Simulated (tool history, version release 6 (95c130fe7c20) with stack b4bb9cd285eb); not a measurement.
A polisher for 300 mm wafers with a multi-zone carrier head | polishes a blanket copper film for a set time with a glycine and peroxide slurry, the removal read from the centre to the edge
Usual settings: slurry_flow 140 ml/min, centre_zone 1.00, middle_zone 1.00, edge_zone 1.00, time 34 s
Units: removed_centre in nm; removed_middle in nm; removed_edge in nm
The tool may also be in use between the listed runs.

run	hour	slurry_flow	centre_zone	middle_zone	edge_zone	time	incoming thickness of the incoming film, nm	removed_centre	removed_middle	removed_edge
1	0.0	140	1.00	1.00	1.00	34	1066.3	121.7	114.9	122.0
2	10.6	140	1.00	1.00	1.00	34	1057.2	120.3	115.0	123.3
3	18.9	140	1.00	1.00	1.00	34	1056.1	121.1	113.1	122.4
4	31.3	140	1.00	1.00	1.00	34	1066.2	120.5	115.6	122.8
5	64.6	140	1.00	1.00	1.00	34	1059.9	119.2	111.2	121.1
6	76.8	140	1.00	1.00	1.00	34	1067.5	117.4	112.6	120.6
# hour 85.0: worn pad replaced by a new one
7	86.7	140	1.00	1.00	1.00	34	1054.4	118.5	111.5	118.9
# hour 93.8: slurry nozzle cleaned
# hour 98.8: carrier head's membrane replaced by a new one
8	99.3	140	1.00	1.00	1.00	34	1041.5	126.1	116.3	125.8
# hour 111.3: centre zone pressure recalibrated
# hour 114.4: edge zone pressure recalibrated
9	114.9	140	1.00	1.00	1.00	27	1060.6	99.8	95.0	99.8
10	125.9	140	1.00	1.00	1.00	34	1044.8	125.4	118.0	126.0
11	136.8	110	1.04	1.00	1.00	34	1046.2	121.5	112.7	121.4
12	151.1	185	0.90	1.00	0.96	40	1054.8	142.5	148.4	151.0
13	165.1	140	1.04	1.00	1.06	34	1066.4	129.7	119.2	128.9
# hour 174.8: worn pad replaced by a new one
14	176.7	120	1.00	1.00	1.12	29	1052.7	102.2	97.5	109.8
15	215.5	140	1.00	0.88	1.00	34	1043.3	122.9	107.5	124.5

Forecast each of these 5 alternatives for the next run:
A	215.9	140	1.00	1.00	1.00	39	1051.0	?	?	?
B	215.9	190	1.00	0.95	1.00	34	1051.0	?	?	?
C	215.9	170	1.10	1.00	1.00	34	1051.0	?	?	?
D	215.9	110	1.00	0.91	0.96	30	1051.0	?	?	?
E	215.9	160	1.00	0.94	1.00	34	1051.0	?	?	?

run	removed_centre	removed_middle	removed_edge
A	141.0	135.1	143.4
B	131.6	119.9	130.7
C	141.0	122.6	128.8
D	100.5	89.9	103.5
E	127.0	115.1	127.8
Without the tool's hidden state the same runs would have given:
run	removed_centre	removed_middle	removed_edge
A	142.8	136.6	144.6
B	132.8	120.9	131.5
C	142.5	123.8	129.6
D	102.2	91.3	104.6
E	128.4	116.3	128.7

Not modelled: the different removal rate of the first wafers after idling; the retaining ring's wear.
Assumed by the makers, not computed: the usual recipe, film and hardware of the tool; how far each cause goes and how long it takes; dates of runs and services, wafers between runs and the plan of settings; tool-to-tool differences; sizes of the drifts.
